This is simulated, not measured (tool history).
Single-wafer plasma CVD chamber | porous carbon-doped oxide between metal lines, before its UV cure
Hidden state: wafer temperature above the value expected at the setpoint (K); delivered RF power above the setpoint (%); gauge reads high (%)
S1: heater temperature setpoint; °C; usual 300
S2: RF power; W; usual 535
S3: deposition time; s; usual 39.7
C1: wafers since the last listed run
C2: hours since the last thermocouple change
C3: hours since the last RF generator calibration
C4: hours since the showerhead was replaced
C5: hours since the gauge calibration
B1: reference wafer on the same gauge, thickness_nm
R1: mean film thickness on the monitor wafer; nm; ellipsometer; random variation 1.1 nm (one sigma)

run,day,S1,S2,S3,C1,C2,C3,C4,C5,B1,R1
1,0.000,300,560,39.7,0,2465.8,1224.4,5467.8,84.1,261.911,229.212
2,0.396,300,560,39.7,258,2475.3,1233.9,5477.3,93.6,261.610,227.933
3,0.904,300,535,39.7,332,2487.5,1246.1,5489.5,105.8,261.566,220.696
4,1.488,300,535,33.5,381,2501.5,1260.1,5503.5,119.8,262.636,187.623
5,1.892,300,535,33.5,264,2511.2,1269.8,5513.2,129.5,262.037,186.937
# day 2.717: showerhead replaced
6,2.738,300,535,33.5,335,2531.5,1290.1,0.5,149.8,261.710,187.154
# day 3.275: thermocouple changed; heater temperature recalibrated
7,3.296,300,480,39.7,147,0.5,1303.5,13.9,163.2,261.679,206.473
8,3.508,307,535,39.7,138,5.6,1308.6,19.0,168.3,261.801,214.723
9,3.892,300,600,39.7,250,14.8,1317.8,28.2,177.5,262.307,239.438
# day 4.279: RF generator calibrated
10,4.783,296,595,32.1,365,36.2,12.1,49.6,198.9,261.873,195.759
11,5.417,311,535,39.7,414,51.4,27.3,64.8,214.1,261.912,207.665
# day 5.804: gauge calibrated
12,5.858,300,535,39.7,288,62.0,37.9,75.4,1.3,262.068,223.732
13,6.438,300,535,39.7,378,75.9,51.8,89.3,15.2,261.959,222.395
14,6.917,294,535,39.7,313,87.4,63.3,100.8,26.7,262.041,230.581
15,7.512,300,465,33.0,389,101.7,77.6,115.1,41.0,261.997,166.872
16,7.858,300,535,39.7,226,110.0,85.9,123.4,49.3,261.887,220.578

What the log doesn't show, run by run:
wafer temperature above the value expected at the setpoint (K): 0 in every run
delivered RF power above the setpoint (%): 0 in every run
gauge reads high (%): 0 in every run

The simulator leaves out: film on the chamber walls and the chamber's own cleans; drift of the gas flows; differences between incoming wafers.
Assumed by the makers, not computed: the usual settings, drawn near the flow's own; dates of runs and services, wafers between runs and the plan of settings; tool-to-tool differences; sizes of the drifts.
